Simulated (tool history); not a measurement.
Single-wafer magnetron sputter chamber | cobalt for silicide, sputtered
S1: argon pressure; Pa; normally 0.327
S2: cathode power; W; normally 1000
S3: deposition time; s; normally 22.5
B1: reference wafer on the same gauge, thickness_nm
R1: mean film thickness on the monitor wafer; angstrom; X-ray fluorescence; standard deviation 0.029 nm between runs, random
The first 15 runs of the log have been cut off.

| run | day | S1 | S2 | S3 | B1 | R1 |
|---|---|---|---|---|---|---|
| 16 | 23.729 | 0.287 | 850 | 22.5 | 10.296 | 99.28 |
| 17 | 24.867 | 0.327 | 1000 | 22.5 | 10.302 | 113.81 |
| 18 | 25.546 | 0.327 | 1000 | 22.5 | 10.306 | 113.59 |
| 19 | 26.592 | 0.409 | 800 | 22.5 | 10.317 | 90.26 |
| 20 | 27.883 | 0.327 | 1000 | 22.5 | 10.314 | 113.57 |
|  | 29.033 | magnet pack replaced |
| 21 | 29.054 | 0.327 | 1200 | 24.9 | 10.290 | 148.09 |
|  | 29.396 | gauge calibrated |
| 22 | 30.075 | 0.327 | 1000 | 22.5 | 10.299 | 113.39 |
|  | 31.092 | sputter target and shields replaced |
| 23 | 31.112 | 0.206 | 750 | 26.2 | 10.303 | 107.05 |
| 24 | 31.558 | 0.327 | 1000 | 18.8 | 10.307 | 95.55 |
| 25 | 32.675 | 0.327 | 1200 | 22.5 | 10.291 | 134.84 |
| 26 | 33.325 | 0.327 | 1100 | 22.5 | 10.309 | 124.51 |
| 27 | 34.008 | 0.278 | 1000 | 25.7 | 10.302 | 132.74 |
| 28 | 35.300 | 0.327 | 1000 | 22.5 | 10.305 | 113.88 |
| 29 | 36.150 | 0.409 | 850 | 25.2 | 10.283 | 107.12 |
| 30 | 37.175 | 0.327 | 1000 | 26.9 | 10.303 | 135.70 |
| 31 | 37.925 | 0.327 | 1000 | 22.5 | 10.306 | 114.45 |
| 32 | 39.250 | 0.327 | 900 | 22.5 | 10.289 | 103.42 |
| 33 | 39.750 | 0.409 | 800 | 22.5 | 10.297 | 90.34 |
| 34 | 40.600 | 0.422 | 1000 | 22.5 | 10.296 | 109.59 |

Each row is a separate what-if for the run after 34, all from the same tool condition, not one after another. Results?
| A | 40.617 | 0.327 | 1000 | 20.8 | ? | ? |
| B | 40.617 | 0.327 | 1000 | 18.4 | ? | ? |
| C | 40.617 | 0.375 | 1150 | 22.5 | ? | ? |
| D | 40.617 | 0.438 | 1000 | 20.1 | ? | ? |
| E | 40.617 | 0.365 | 1000 | 18.9 | ? | ? |

| run | B1 | R1 |
|---|---|---|
| A | 10.297 | 104.84 |
| B | 10.297 | 92.74 |
| C | 10.297 | 126.96 |
| D | 10.297 | 97.82 |
| E | 10.297 | 94.12 |
What these runs would have given with no unlogged condition in the tool:
| run | R1 |
|---|---|
| A | 105.76 |
| B | 93.55 |
| C | 128.02 |
| D | 98.60 |
| E | 94.92 |

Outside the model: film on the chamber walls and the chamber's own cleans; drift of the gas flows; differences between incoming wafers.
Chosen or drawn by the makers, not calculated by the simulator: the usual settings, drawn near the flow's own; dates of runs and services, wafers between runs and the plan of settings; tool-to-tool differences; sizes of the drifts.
